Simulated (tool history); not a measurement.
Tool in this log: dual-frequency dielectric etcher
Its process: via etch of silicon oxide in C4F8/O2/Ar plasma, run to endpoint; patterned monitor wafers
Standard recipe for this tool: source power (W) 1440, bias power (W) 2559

| run | day | source power (W) | bias power (W) | incoming incoming film thickness, nm | endpoint time (s) |
|---|---|---|---|---|---|
| 1 | 0.000 | 1680 | 2559 | 880.3 | 179.4 |
| 2 | 0.608 | 1680 | 2559 | 875.2 | 179.5 |
| 3 | 1.079 | 1680 | 2559 | 886.1 | 180.3 |
| 4 | 1.417 | 1440 | 2559 | 888.7 | 188.2 |
| 5 | 2.096 | 1440 | 2559 | 881.5 | 184.4 |
| 6 | 2.717 | 1440 | 2559 | 877.3 | 186.4 |
| 7 | 3.229 | 1360 | 2212 | 888.4 | 204.0 |
| 8 | 3.617 | 1440 | 2559 | 879.2 | 183.1 |
| 9 | 4.267 | 1440 | 2559 | 890.5 | 186.2 |
| 10 | 4.775 | 1440 | 2559 | 882.3 | 184.6 |
| 11 | 5.296 | 1440 | 2559 | 880.2 | 184.3 |
| 12 | 7.479 | 1440 | 2559 | 878.4 | 183.3 |
| 13 | 8.792 | 1440 | 2559 | 884.1 | 189.6 |
| 14 | 8.808 | 1440 | 2559 | 879.8 | 191.6 |
| 15 | 9.550 | 1440 | 2823 | 881.5 | 180.4 |
| 16 | 10.900 | 1440 | 2559 | 881.7 | 190.3 |
| 17 | 10.917 | 1220 | 2327 | 872.2 | 207.6 |
| 18 | 10.933 | 1790 | 2053 | 882.3 | 183.8 |
| 19 | 11.567 | 1250 | 2224 | 886.4 | 209.5 |
| 20 | 12.296 | 1710 | 2378 | 870.9 | 178.1 |
| 21 | 12.888 | 1230 | 2559 | 885.6 | 202.1 |
| 22 | 13.404 | 1780 | 2848 | 869.6 | 165.7 |
| 23 | 13.942 | 1440 | 2559 | 880.5 | 188.1 |
| 24 | 14.258 | 1440 | 2779 | 881.4 | 184.6 |
| 25 | 14.629 | 1190 | 2975 | 881.5 | 196.1 |
| 26 | 15.329 | 1440 | 2559 | 888.8 | 189.0 |
| 27 | 15.912 | 1440 | 2559 | 875.5 | 185.4 |
| 28 | 16.200 | 1760 | 2031 | 880.9 | 182.7 |
| 29 | 16.758 | 1580 | 2719 | 875.9 | 175.0 |

Missing from the log above: 4 entries noted between runs. For each, name the pair of listed runs it sits between and say how the tool's hidden condition differs from the listed run just before to the listed run just after:
After run 11, before run 12: bias power generator calibrated (day 5.921)
  etch rate over this chamber's usual, %: 4.08 -> 4.7
  measured less the result without the state, endpoint time (s): -7.5 -> -8.6
After run 12, before run 13: wet clean of the chamber (day 8.771)
  etch rate over this chamber's usual, %: 4.7 -> 0.643
  measured less the result without the state, endpoint time (s): -8.6 -> -1.2
After run 15, before run 16: upper electrode replaced, of another model than before (day 10.879)
  etch rate over this chamber's usual, %: 0.858 -> 1.24
  measured less the result without the state, endpoint time (s): -1.5 -> -2.3
After run 19, before run 20: source power generator calibrated (day 12.275)
  etch rate over this chamber's usual, %: 1.43 -> 1.64
  measured less the result without the state, endpoint time (s): -3.0 -> -2.9
